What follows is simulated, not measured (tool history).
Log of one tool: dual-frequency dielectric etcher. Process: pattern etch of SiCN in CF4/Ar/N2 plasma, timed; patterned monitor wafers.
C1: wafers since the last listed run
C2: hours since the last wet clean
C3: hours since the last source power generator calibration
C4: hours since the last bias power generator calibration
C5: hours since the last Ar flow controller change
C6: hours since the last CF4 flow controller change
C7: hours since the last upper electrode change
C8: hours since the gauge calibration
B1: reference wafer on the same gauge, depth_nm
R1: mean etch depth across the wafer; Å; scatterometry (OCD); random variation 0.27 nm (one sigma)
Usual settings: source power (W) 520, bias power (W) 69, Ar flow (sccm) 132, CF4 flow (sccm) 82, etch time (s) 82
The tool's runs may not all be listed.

run 1 hour=0 | source_power_(W)=520 bias_power_(W)=69 Ar_flow_(sccm)=121 CF4_flow_(sccm)=82 etch_time_(s)=82 | C1=0 C2=361.6 C3=3130.2 C4=2557.7 C5=4565.5 C6=3021.3 C7=2598.5 C8=421.6 | B1=78.7 | R1=798
run 2 hour=66.2 | source_power_(W)=520 bias_power_(W)=69 Ar_flow_(sccm)=132 CF4_flow_(sccm)=82 etch_time_(s)=82 | C1=617 C2=427.8 C3=3196.4 C4=2623.9 C5=4631.7 C6=3087.5 C7=2664.7 C8=487.8 | B1=78.8 | R1=787
run 3 hour=124.6 | source_power_(W)=520 bias_power_(W)=69 Ar_flow_(sccm)=132 CF4_flow_(sccm)=82 etch_time_(s)=82 | C1=544 C2=486.2 C3=3254.8 C4=2682.3 C5=4690.1 C6=3145.9 C7=2723.1 C8=546.2 | B1=78.8 | R1=789
run 4 hour=190.4 | source_power_(W)=520 bias_power_(W)=69 Ar_flow_(sccm)=132 CF4_flow_(sccm)=82 etch_time_(s)=82 | C1=613 C2=552 C3=3320.6 C4=2748.1 C5=4755.9 C6=3211.7 C7=2788.9 C8=612 | B1=78.8 | R1=782
-- hour=228 wet clean of the chamber
run 5 hour=228.5 | source_power_(W)=520 bias_power_(W)=69 Ar_flow_(sccm)=132 CF4_flow_(sccm)=82 etch_time_(s)=82 | C1=131 C2=0.5 C3=3358.7 C4=2786.2 C5=4794 C6=3249.8 C7=2827 C8=650.1 | B1=78.7 | R1=798
run 6 hour=253.7 | source_power_(W)=520 bias_power_(W)=69 Ar_flow_(sccm)=132 CF4_flow_(sccm)=82 etch_time_(s)=82 | C1=234 C2=25.7 C3=3383.9 C4=2811.4 C5=4819.2 C6=3275 C7=2852.2 C8=675.3 | B1=78.9 | R1=797
run 7 hour=312.2 | source_power_(W)=570 bias_power_(W)=69 Ar_flow_(sccm)=132 CF4_flow_(sccm)=82 etch_time_(s)=82 | C1=545 C2=84.2 C3=3442.4 C4=2869.9 C5=4877.7 C6=3333.5 C7=2910.7 C8=733.8 | B1=78.8 | R1=879
run 8 hour=377 | source_power_(W)=570 bias_power_(W)=69 Ar_flow_(sccm)=132 CF4_flow_(sccm)=82 etch_time_(s)=82 | C1=604 C2=149 C3=3507.2 C4=2934.7 C5=4942.5 C6=3398.3 C7=2975.5 C8=798.6 | B1=78.9 | R1=880
-- hour=384.6 bias power generator calibrated
-- hour=474.6 gauge calibrated
run 9 hour=535.5 | source_power_(W)=520 bias_power_(W)=69 Ar_flow_(sccm)=132 CF4_flow_(sccm)=82 etch_time_(s)=82 | C1=1440 C2=307.5 C3=3665.7 C4=150.9 C5=5101 C6=3556.8 C7=3134 C8=60.9 | B1=78.8 | R1=784
-- hour=572.3 Ar flow controller replaced
run 10 hour=583.2 | source_power_(W)=520 bias_power_(W)=63 Ar_flow_(sccm)=132 CF4_flow_(sccm)=100 etch_time_(s)=82 | C1=388 C2=355.2 C3=3713.4 C4=198.6 C5=10.9 C6=3604.5 C7=3181.7 C8=108.6 | B1=78.8 | R1=783
run 11 hour=632.9 | source_power_(W)=590 bias_power_(W)=57 Ar_flow_(sccm)=132 CF4_flow_(sccm)=82 etch_time_(s)=101.5 | C1=463 C2=404.9 C3=3763.1 C4=248.3 C5=60.6 C6=3654.2 C7=3231.4 C8=158.3 | B1=78.7 | R1=1035
run 12 hour=676.8 | source_power_(W)=570 bias_power_(W)=69 Ar_flow_(sccm)=132 CF4_flow_(sccm)=82 etch_time_(s)=82 | C1=409 C2=448.8 C3=3807 C4=292.2 C5=104.5 C6=3698.1 C7=3275.3 C8=202.2 | B1=78.8 | R1=863
-- hour=684.1 CF4 flow controller replaced
run 13 hour=745.8 | source_power_(W)=520 bias_power_(W)=61 Ar_flow_(sccm)=160 CF4_flow_(sccm)=82 etch_time_(s)=97 | C1=587 C2=517.8 C3=3876 C4=361.2 C5=173.5 C6=61.7 C7=3344.3 C8=271.2 | B1=78.8 | R1=856
-- hour=797.8 wet clean of the chamber
-- hour=810.9 source power generator calibrated
-- hour=817 upper electrode replaced
run 14 hour=817.5 | source_power_(W)=520 bias_power_(W)=85 Ar_flow_(sccm)=132 CF4_flow_(sccm)=68 etch_time_(s)=82 | C1=351 C2=19.7 C3=6.6 C4=432.9 C5=245.2 C6=133.4 C7=0.5 C8=342.9 | B1=78.7 | R1=875
run 15 hour=856.2 | source_power_(W)=520 bias_power_(W)=69 Ar_flow_(sccm)=132 CF4_flow_(sccm)=99 etch_time_(s)=62 | C1=360 C2=58.4 C3=45.3 C4=471.6 C5=283.9 C6=172.1 C7=39.2 C8=381.6 | B1=78.8 | R1=639
run 16 hour=908 | source_power_(W)=520 bias_power_(W)=69 Ar_flow_(sccm)=132 CF4_flow_(sccm)=92 etch_time_(s)=65.5 | C1=482 C2=110.2 C3=97.1 C4=523.4 C5=335.7 C6=223.9 C7=91 C8=433.4 | B1=78.7 | R1=666
run 17 hour=938.2 | source_power_(W)=630 bias_power_(W)=79 Ar_flow_(sccm)=132 CF4_flow_(sccm)=87 etch_time_(s)=74.5 | C1=281 C2=140.4 C3=127.3 C4=553.6 C5=365.9 C6=254.1 C7=121.2 C8=463.6 | B1=78.9 | R1=964
run 18 hour=972.7 | source_power_(W)=520 bias_power_(W)=69 Ar_flow_(sccm)=132 CF4_flow_(sccm)=82 etch_time_(s)=82 | C1=321 C2=174.9 C3=161.8 C4=588.1 C5=400.4 C6=288.6 C7=155.7 C8=498.1 | B1=78.8 | R1=822
run 19 hour=1042.6 | source_power_(W)=520 bias_power_(W)=69 Ar_flow_(sccm)=132 CF4_flow_(sccm)=82 etch_time_(s)=82 | C1=651 C2=244.8 C3=231.7 C4=658 C5=470.3 C6=358.5 C7=225.6 C8=568 | B1=78.8 | R1=808
run 20 hour=1104.7 | source_power_(W)=520 bias_power_(W)=76 Ar_flow_(sccm)=147 CF4_flow_(sccm)=82 etch_time_(s)=82 | C1=578 C2=306.9 C3=293.8 C4=720.1 C5=532.4 C6=420.6 C7=287.7 C8=630.1 | B1=78.8 | R1=838

Measured less the same run without the tool's hidden state. The same run-to-run variation is in both; the gauge's scatter may not be:
The hidden state here: etch rate over this chamber's usual, %; source power that arrives over what is set, %; bias power that arrives over what is set, %; Ar flow that arrives over what is set, %; CF4 flow that arrives over what is set, %; gauge reads high (%).
run=1 R1=-39
run=2 R1=-41
run=3 R1=-44
run=4 R1=-46
run=5 R1=-30
run=6 R1=-31
run=7 R1=-37
run=8 R1=-40
run=9 R1=-42
run=10 R1=-44
run=11 R1=-61
run=12 R1=-53
run=13 R1=-55
run=14 R1=-7
run=15 R1=-7
run=16 R1=-8
run=17 R1=-13
run=18 R1=-13
run=19 R1=-15
run=20 R1=-19
